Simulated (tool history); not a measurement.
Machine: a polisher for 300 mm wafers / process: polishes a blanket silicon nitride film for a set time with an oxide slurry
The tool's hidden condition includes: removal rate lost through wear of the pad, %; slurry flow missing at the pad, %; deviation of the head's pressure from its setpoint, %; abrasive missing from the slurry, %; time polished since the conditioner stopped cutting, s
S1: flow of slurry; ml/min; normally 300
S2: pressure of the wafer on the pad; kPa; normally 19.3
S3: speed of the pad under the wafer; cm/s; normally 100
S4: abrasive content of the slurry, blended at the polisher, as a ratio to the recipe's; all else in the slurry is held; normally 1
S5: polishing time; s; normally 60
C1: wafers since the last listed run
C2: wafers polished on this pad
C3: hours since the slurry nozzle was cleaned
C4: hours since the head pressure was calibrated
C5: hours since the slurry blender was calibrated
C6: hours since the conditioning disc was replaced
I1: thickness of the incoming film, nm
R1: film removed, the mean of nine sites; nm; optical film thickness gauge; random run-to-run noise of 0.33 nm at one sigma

{"run": 1, "hour": 0.0, "S1": 335, "S2": 19.3, "S3": 100, "S4": 1, "S5": 60, "C1": 0, "C2": 1300, "C3": 251.9, "C4": 439.2, "C5": 113.9, "C6": 43.5, "I1": 312, "R1": 27.8}
{"hour": 35.2, "done": "head pressure recalibrated"}
{"run": 2, "hour": 44.3, "S1": 300, "S2": 19.3, "S3": 100, "S4": 1, "S5": 60, "C1": 426, "C2": 1726, "C3": 296.2, "C4": 9.1, "C5": 158.2, "C6": 87.8, "I1": 308.3, "R1": 27.5}
{"run": 3, "hour": 108.3, "S1": 300, "S2": 19.3, "S3": 100, "S4": 1, "S5": 60, "C1": 644, "C2": 2371, "C3": 360.2, "C4": 73.1, "C5": 222.2, "C6": 151.8, "I1": 303.4, "R1": 27.1}
{"run": 4, "hour": 166.8, "S1": 300, "S2": 19.3, "S3": 100, "S4": 0.85, "S5": 60, "C1": 589, "C2": 2960, "C3": 418.7, "C4": 131.6, "C5": 280.7, "C6": 210.3, "I1": 312.4, "R1": 24.8}
{"hour": 214.1, "done": "worn pad replaced by a new one"}
{"run": 5, "hour": 263.0, "S1": 300, "S2": 19.3, "S3": 100, "S4": 0.85, "S5": 60, "C1": 928, "C2": 492, "C3": 514.9, "C4": 227.8, "C5": 376.9, "C6": 306.5, "I1": 310.3, "R1": 25}
{"hour": 339.4, "done": "slurry blender recalibrated"}
{"run": 6, "hour": 366.8, "S1": 300, "S2": 19.3, "S3": 100, "S4": 1, "S5": 60, "C1": 1025, "C2": 1518, "C3": 618.7, "C4": 331.6, "C5": 27.4, "C6": 410.3, "I1": 309.1, "R1": 28.4}
{"hour": 372.5, "done": "conditioning disc replaced and pad reconditioned"}
{"run": 7, "hour": 439.2, "S1": 300, "S2": 19.3, "S3": 100, "S4": 1, "S5": 60, "C1": 709, "C2": 2227, "C3": 691.1, "C4": 404, "C5": 99.8, "C6": 66.7, "I1": 306.6, "R1": 27.9}
{"hour": 461.5, "done": "head pressure recalibrated"}
{"run": 8, "hour": 478.7, "S1": 300, "S2": 19.3, "S3": 100, "S4": 1, "S5": 60, "C1": 377, "C2": 2605, "C3": 730.6, "C4": 17.2, "C5": 139.3, "C6": 106.2, "I1": 313.4, "R1": 27.9}
{"run": 9, "hour": 556.9, "S1": 300, "S2": 19.3, "S3": 100, "S4": 1, "S5": 60, "C1": 787, "C2": 3392, "C3": 808.8, "C4": 95.4, "C5": 217.5, "C6": 184.4, "I1": 313.2, "R1": 27.2}
{"hour": 587.0, "done": "slurry nozzle cleaned"}
{"hour": 617.0, "done": "worn pad replaced by a new one"}
{"run": 10, "hour": 630.4, "S1": 300, "S2": 19.3, "S3": 100, "S4": 1, "S5": 60, "C1": 689, "C2": 134, "C3": 43.4, "C4": 168.9, "C5": 291, "C6": 257.9, "I1": 307.6, "R1": 26.7}
{"hour": 717.0, "done": "slurry blender recalibrated"}
{"run": 11, "hour": 738.1, "S1": 300, "S2": 19.3, "S3": 100, "S4": 1, "S5": 60, "C1": 1064, "C2": 1199, "C3": 151.1, "C4": 276.6, "C5": 21.1, "C6": 365.6, "I1": 312.8, "R1": 29.2}
{"hour": 774.7, "done": "conditioning disc replaced and pad reconditioned"}
{"run": 12, "hour": 838.1, "S1": 300, "S2": 19.3, "S3": 100, "S4": 0.9, "S5": 60, "C1": 987, "C2": 2186, "C3": 251.1, "C4": 376.6, "C5": 121.1, "C6": 63.4, "I1": 309.6, "R1": 27.3}
{"run": 13, "hour": 912.0, "S1": 300, "S2": 19.3, "S3": 88, "S4": 1.2, "S5": 60, "C1": 744, "C2": 2931, "C3": 325, "C4": 450.5, "C5": 195, "C6": 137.3, "I1": 314.5, "R1": 26}
{"hour": 925.2, "done": "head pressure recalibrated"}
{"run": 14, "hour": 1008.7, "S1": 300, "S2": 25.5, "S3": 100, "S4": 1, "S5": 43, "C1": 953, "C2": 3884, "C3": 421.7, "C4": 83.5, "C5": 291.7, "C6": 234, "I1": 309.2, "R1": 25.7}
{"hour": 1072.9, "done": "worn pad replaced by a new one"}
{"hour": 1099.6, "done": "slurry blender recalibrated"}
{"run": 15, "hour": 1115.8, "S1": 300, "S2": 19.3, "S3": 84, "S4": 1, "S5": 60, "C1": 1018, "C2": 411, "C3": 528.8, "C4": 190.6, "C5": 16.2, "C6": 341.1, "I1": 308.5, "R1": 25.4}
{"run": 16, "hour": 1157.4, "S1": 300, "S2": 19.3, "S3": 100, "S4": 1, "S5": 60, "C1": 419, "C2": 830, "C3": 570.4, "C4": 232.2, "C5": 57.8, "C6": 382.7, "I1": 312.9, "R1": 28.7}
{"hour": 1207.7, "done": "conditioning disc replaced and pad reconditioned"}
{"run": 17, "hour": 1249.7, "S1": 375, "S2": 19.3, "S3": 100, "S4": 1, "S5": 60, "C1": 909, "C2": 1740, "C3": 662.7, "C4": 324.5, "C5": 150.1, "C6": 42, "I1": 307.3, "R1": 28.1}
{"run": 18, "hour": 1288.1, "S1": 300, "S2": 21.4, "S3": 100, "S4": 1, "S5": 60, "C1": 386, "C2": 2127, "C3": 701.1, "C4": 362.9, "C5": 188.5, "C6": 80.4, "I1": 308, "R1": 29.8}
{"hour": 1380.0, "done": "head pressure recalibrated"}
{"run": 19, "hour": 1382.1, "S1": 300, "S2": 19.3, "S3": 100, "S4": 1, "S5": 60, "C1": 926, "C2": 3054, "C3": 795.1, "C4": 2.1, "C5": 282.5, "C6": 174.4, "I1": 310.3, "R1": 26.8}
{"hour": 1439.7, "done": "worn pad replaced by a new one"}
{"run": 20, "hour": 1482.1, "S1": 300, "S2": 19.3, "S3": 100, "S4": 0.85, "S5": 60, "C1": 966, "C2": 426, "C3": 895.1, "C4": 102.1, "C5": 382.5, "C6": 274.4, "I1": 305.2, "R1": 24.7}
{"hour": 1514.7, "done": "slurry nozzle cleaned"}
{"hour": 1527.3, "done": "slurry blender recalibrated"}
{"run": 21, "hour": 1527.7, "S1": 300, "S2": 19.3, "S3": 100, "S4": 0.9, "S5": 68, "C1": 429, "C2": 856, "C3": 13, "C4": 147.7, "C5": 0.4, "C6": 320, "I1": 309.2, "R1": 32.7}
{"run": 22, "hour": 1585.7, "S1": 300, "S2": 22.8, "S3": 100, "S4": 1.15, "S5": 60, "C1": 584, "C2": 1440, "C3": 71, "C4": 205.7, "C5": 58.4, "C6": 378, "I1": 312.3, "R1": 35.5}
{"hour": 1615.9, "done": "conditioning disc replaced and pad reconditioned"}
{"run": 23, "hour": 1622.6, "S1": 300, "S2": 12.4, "S3": 100, "S4": 1, "S5": 60, "C1": 351, "C2": 1791, "C3": 107.9, "C4": 242.6, "C5": 95.3, "C6": 6.7, "I1": 307.9, "R1": 18.1}
{"run": 24, "hour": 1673.7, "S1": 300, "S2": 19.3, "S3": 128, "S4": 1, "S5": 60, "C1": 514, "C2": 2306, "C3": 159, "C4": 293.7, "C5": 146.4, "C6": 57.8, "I1": 316.4, "R1": 33.8}
{"run": 25, "hour": 1763.9, "S1": 300, "S2": 15.2, "S3": 100, "S4": 1.15, "S5": 60, "C1": 908, "C2": 3215, "C3": 249.2, "C4": 383.9, "C5": 236.6, "C6": 148, "I1": 305, "R1": 22}
{"hour": 1823.6, "done": "head pressure recalibrated"}
{"run": 26, "hour": 1850.7, "S1": 300, "S2": 13.8, "S3": 100, "S4": 1, "S5": 49, "C1": 854, "C2": 4069, "C3": 336, "C4": 27.1, "C5": 323.4, "C6": 234.8, "I1": 310.7, "R1": 15.3}

Exercise: give the hidden state of the tool at every run:
removal rate lost through wear of the pad, %: 0 at every run
slurry flow missing at the pad, %: 0 at every run
deviation of the head's pressure from its setpoint, %: 0 at every run
time polished since the conditioner stopped cutting, s: 0 at every run
H1: abrasive missing from the slurry, %
run=1 H1=20.7
run=2 H1=24.6
run=3 H1=28.4
run=4 H1=30.6
run=5 H1=32.6
run=6 H1=7.17
run=7 H1=18.1
run=8 H1=22
run=9 H1=27
run=10 H1=29.7
run=11 H1=7.12
run=12 H1=21.5
run=13 H1=27.1
run=14 H1=31
run=15 H1=7.14
run=16 H1=14.7
run=17 H1=25.1
run=18 H1=27.7
run=19 H1=31.7
run=20 H1=33.8
run=21 H1=2.71
run=22 H1=13.9
run=23 H1=18.9
run=24 H1=23.9
run=25 H1=29.2
run=26 H1=31.9
